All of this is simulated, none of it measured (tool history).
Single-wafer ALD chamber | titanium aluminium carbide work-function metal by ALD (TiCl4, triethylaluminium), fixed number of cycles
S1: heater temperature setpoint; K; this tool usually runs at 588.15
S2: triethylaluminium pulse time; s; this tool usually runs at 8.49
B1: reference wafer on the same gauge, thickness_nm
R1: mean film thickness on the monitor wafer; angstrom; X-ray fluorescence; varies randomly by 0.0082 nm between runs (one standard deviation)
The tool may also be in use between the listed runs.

run	hour	S1	S2	B1	R1
1	0.0	588.15	8.49	2.537	22.06
2	83.6	588.15	8.49	2.540	22.03
3	168.4	595.15	8.49	2.540	22.81
4	209.9	595.15	8.49	2.539	22.66
# hour 236.1: thermocouple changed; heater temperature recalibrated
# hour 284.3: triethylaluminium bottle replaced
5	300.7	595.15	8.49	2.539	22.78
6	406.4	583.15	8.49	2.541	21.88
# hour 478.6: gauge calibrated
7	502.0	588.15	10.11	2.538	23.06
8	598.4	588.15	10.11	2.535	23.11
# hour 662.0: thermocouple changed; heater temperature recalibrated, repeated, since the last time left the tool worse
9	699.2	588.15	10.11	2.542	22.32
10	772.9	588.15	8.49	2.538	21.88
11	880.9	597.15	10.12	2.539	23.28
# hour 915.7: showerhead replaced
12	961.0	577.15	10.83	2.543	21.73
13	1004.4	597.15	10.12	2.540	23.30
14	1060.8	573.15	6.62	2.537	19.22
15	1107.5	588.15	8.49	2.544	22.01
16	1145.8	592.15	9.86	2.541	22.98
17	1190.3	597.15	10.12	2.541	23.36
18	1295.5	588.15	8.49	2.540	21.94
# hour 1327.6: triethylaluminium bottle replaced
19	1385.1	577.15	10.83	2.540	21.99
20	1436.6	600.15	10.63	2.535	23.88

Run 21, settings as shown, results not yet in. Your forecast:
21	1523.2	583.15	7.42	?	?

{"run 21": {"B1": 2.539, "R1": 20.79}}
The same run, on a tool lacking any hidden state, would have yielded R1 20.62 angstrom.

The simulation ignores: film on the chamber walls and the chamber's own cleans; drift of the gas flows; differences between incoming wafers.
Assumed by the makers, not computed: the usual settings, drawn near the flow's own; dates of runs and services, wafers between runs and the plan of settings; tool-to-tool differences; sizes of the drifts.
